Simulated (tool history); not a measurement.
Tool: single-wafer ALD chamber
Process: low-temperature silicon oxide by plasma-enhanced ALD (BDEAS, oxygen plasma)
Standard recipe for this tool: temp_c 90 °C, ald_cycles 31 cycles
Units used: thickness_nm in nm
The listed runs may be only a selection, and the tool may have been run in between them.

run	hour	temp_c	ald_cycles	read-back reference wafer on the same gauge, thickness_nm	thickness_nm
1	0	90	34	5.138	4.739
# hour 23.5: gauge calibrated
2	29.7	90	31	5.151	4.306
3	51.3	90	31	5.146	4.311
4	84.2	93	31	5.149	4.275
5	110.1	93	31	5.157	4.274
6	122.6	90	31	5.15	4.335
7	152.9	90	31	5.148	4.333
8	169.5	90	31	5.147	4.319
9	197.3	90	31	5.144	4.298
10	221.4	90	31	5.152	4.309
11	240.5	90	31	5.148	4.296
12	262.6	90	31	5.147	4.326
13	280.5	90	31	5.153	4.315
14	304.5	90	31	5.143	4.318
15	332.9	90	31	5.16	4.353
16	357.6	90	31	5.147	4.333
17	406.2	90	31	5.153	4.347
18	425.9	90	35	5.138	4.883
19	456.2	90	35	5.145	4.872
20	491.3	96	31	5.149	4.255
21	508.7	96	31	5.151	4.259
22	537.5	98	33	5.146	4.481
23	565.2	96	27	5.159	3.728
24	600.3	83	25	5.163	3.546
25	619.2	84	29	5.157	4.125
26	635.7	95	36	5.142	4.98
27	648.4	77	36	5.145	5.203
# hour 683: thermocouple changed; heater temperature recalibrated
28	683.5	90	31	5.155	4.333
29	693.6	99	25	5.158	3.378
# hour 700.6: gauge calibrated
30	712.2	90	31	5.15	4.357
31	727.4	101	26	5.148	3.49
32	761.9	78	31	5.156	4.496
33	784.1	81	37	5.147	5.296
34	804.4	80	27	5.16	3.87
35	825.4	79	37	5.152	5.348
36	901.8	90	25	5.151	3.481
37	917.1	84	35	5.149	4.952
38	938.5	83	34	5.158	4.853
39	959	90	26	5.145	3.644
40	983.9	101	34	5.146	4.546
41	1017.7	79	27	5.152	3.875
42	1045	90	31	5.142	4.329
43	1080.3	90	31	5.15	4.346

Each row is a separate what-if for the run after 43, all from the same tool condition, not one after another. Results?
A	1080.8	90	31	?	?
B	1080.8	90	33	?	?
C	1080.8	83	31	?	?
D	1080.8	97	28	?	?
E	1080.8	100	35	?	?

run	read-back reference wafer on the same gauge, thickness_nm	thickness_nm
A	5.15	4.338
B	5.15	4.618
C	5.15	4.431
D	5.15	3.834
E	5.15	4.748
The same runs, with their run-to-run variation unchanged, on a tool lacking any hidden condition would have given:
run	thickness_nm
A	4.338
B	4.618
C	4.431
D	3.834
E	4.748
